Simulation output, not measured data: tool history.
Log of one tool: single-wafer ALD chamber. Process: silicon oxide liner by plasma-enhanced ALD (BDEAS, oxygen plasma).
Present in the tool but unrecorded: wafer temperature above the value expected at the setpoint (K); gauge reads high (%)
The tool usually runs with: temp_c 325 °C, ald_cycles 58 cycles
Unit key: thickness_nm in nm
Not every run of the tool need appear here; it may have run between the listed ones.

| run | hour | temp_c | ald_cycles | wafers since the last listed run | hours since the last thermocouple change | hours since the gauge calibration | read-back reference wafer on the same gauge, thickness_nm | thickness_nm |
|---|---|---|---|---|---|---|---|---|
| 1 | 0 | 317 | 55 | 0 | 1891.1 | 18.3 | 4.859 | 4.581 |
| 2 | 26.1 | 317 | 55 | 179 | 1917.2 | 44.4 | 4.862 | 4.583 |
| 3 | 45 | 325 | 58 | 130 | 1936.1 | 63.3 | 4.86 | 4.777 |
| 4 | 77.5 | 325 | 58 | 223 | 1968.6 | 95.8 | 4.861 | 4.782 |
| 5 | 109.6 | 325 | 58 | 221 | 2000.7 | 127.9 | 4.859 | 4.774 |
| 6 | 144.1 | 325 | 58 | 237 | 2035.2 | 162.4 | 4.861 | 4.75 |
|  | 164.4 | thermocouple changed; heater temperature recalibrated |
| 7 | 179.3 | 325 | 58 | 187 | 14.9 | 197.6 | 4.861 | 4.772 |
| 8 | 214.6 | 325 | 49 | 243 | 50.2 | 232.9 | 4.858 | 4.053 |
| 9 | 232 | 325 | 58 | 119 | 67.6 | 250.3 | 4.861 | 4.779 |
| 10 | 250.3 | 325 | 58 | 126 | 85.9 | 268.6 | 4.866 | 4.765 |
| 11 | 270.3 | 325 | 58 | 137 | 105.9 | 288.6 | 4.867 | 4.787 |
| 12 | 286.1 | 333 | 51 | 108 | 121.7 | 304.4 | 4.861 | 4.148 |
| 13 | 315.2 | 325 | 58 | 200 | 150.8 | 333.5 | 4.854 | 4.781 |
| 14 | 332.8 | 338 | 69 | 121 | 168.4 | 351.1 | 4.861 | 5.596 |
| 15 | 354.7 | 325 | 55 | 150 | 190.3 | 373 | 4.859 | 4.537 |
|  | 356.4 | gauge calibrated |
| 16 | 373 | 320 | 55 | 126 | 208.6 | 16.6 | 4.855 | 4.564 |
| 17 | 408 | 339 | 62 | 241 | 243.6 | 51.6 | 4.86 | 5.019 |
| 18 | 427.1 | 334 | 52 | 131 | 262.7 | 70.7 | 4.86 | 4.254 |

Run 19, settings as shown, results not yet in. Your forecast:
| 19 | 462.3 | 325 | 58 | 242 | 297.9 | 105.9 | ? | ? |

Logged for run 19: read-back reference wafer on the same gauge, thickness_nm 4.861, thickness_nm 4.767 nm.
Were there no unlogged condition in the tool, this run, its random variation unchanged, would have produced thickness_nm 4.767 nm.
